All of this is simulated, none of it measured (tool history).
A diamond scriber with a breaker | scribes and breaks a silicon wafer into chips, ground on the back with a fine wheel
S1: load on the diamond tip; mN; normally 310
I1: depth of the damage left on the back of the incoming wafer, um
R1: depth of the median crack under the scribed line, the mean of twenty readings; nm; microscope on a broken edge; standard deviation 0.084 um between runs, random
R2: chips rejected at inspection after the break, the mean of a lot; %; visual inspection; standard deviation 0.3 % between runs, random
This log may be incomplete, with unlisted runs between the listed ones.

run    hour   S1    I1    R1     R2
  1     0.0  383  1.67  7810   4.34
  2    39.0  383  2.91  7730   7.15
  3    95.1  383  2.85  7690   7.14
  4   190.6  310  2.31  6830   4.53
  5   291.6  310  1.83  6850   2.88
  6   389.1  269  2.48  6340   7.00
  7   459.2  269  2.71  6260   8.46
  8   531.4  269  2.69  6310   8.77
  9   628.8  310  1.67  7000   2.82
 10   691.3  310  1.80  6960   3.02
 11   746.0  310  2.64  6810   6.12
 12   792.4  332  1.74  7250   2.86
 13   893.9  332  2.36  7040   4.49
 14   981.1  310  2.67  6740   6.36
 15  1064.7  310  1.65  6940   2.48
 16  1165.8  310  1.96  6870   2.92
 17  1254.4  347  2.12  7180   4.04
 18  1298.3  347  1.87  7420   3.44
 19  1394.3  272  2.11  6310   5.59
 20  1492.9  272  2.57  6330   7.40
 21  1538.0  224  2.23  5570   9.74
 22  1608.9  393  1.78  7870   5.42
 23  1696.2  403  2.19  8040   6.00
 24  1798.7  354  2.90  7260   8.25
 25  1873.1  401  2.32  8060   6.64
 26  1964.4  376  2.73  7700   6.56
 27  2053.0  310  1.72  6800   2.51
 28  2110.6  310  2.96  6930   8.20
 29  2180.1  219  2.02  5540   9.50
 30  2223.7  310  2.78  6930   6.91
 31  2284.6  395  2.69  7910   7.20
 32  2424.2  375  2.50  7770   5.68
 33  2488.0  337  1.88  7100   3.38
 34  2570.8  227  2.53  5820  12.97
 35  2652.3  278  2.98  6480   9.62
 36  2699.3  310  2.59  7000   6.82
 37  3009.0  400  2.22  7890   5.96
 38  3074.4  254  2.10  6170   6.86
 39  3147.5  277  2.58  6420   7.50
 40  3197.1  373  2.49  7480   5.84

Withheld: 9 entries from between the runs. Position of each, and hidden state at the listed run before versus the listed run after:
From run 5 to run 6: load on the tip recalibrated (hour 387.2)
  both runs share identical hidden conditions
From run 7 to run 8: diamond tip replaced by a new one (hour 491.1)
  both runs share identical hidden conditions
From run 15 to run 16: load on the tip recalibrated (hour 1074.1)
  both runs share identical hidden conditions
From run 16 to run 17: diamond tip replaced by a new one (hour 1179.0)
  both runs share identical hidden conditions
From run 24 to run 25: diamond tip replaced by a new one (hour 1866.8)
  both runs share identical hidden conditions
From run 25 to run 26: load on the tip recalibrated (hour 1910.9)
  both runs share identical hidden conditions
From run 32 to run 33: diamond tip replaced by a new one (hour 2436.0)
  both runs share identical hidden conditions
From run 36 to run 37: load on the tip recalibrated (hour 2777.5)
  both runs share identical hidden conditions
From run 39 to run 40: diamond tip replaced by a new one (hour 3160.6)
  both runs share identical hidden conditions
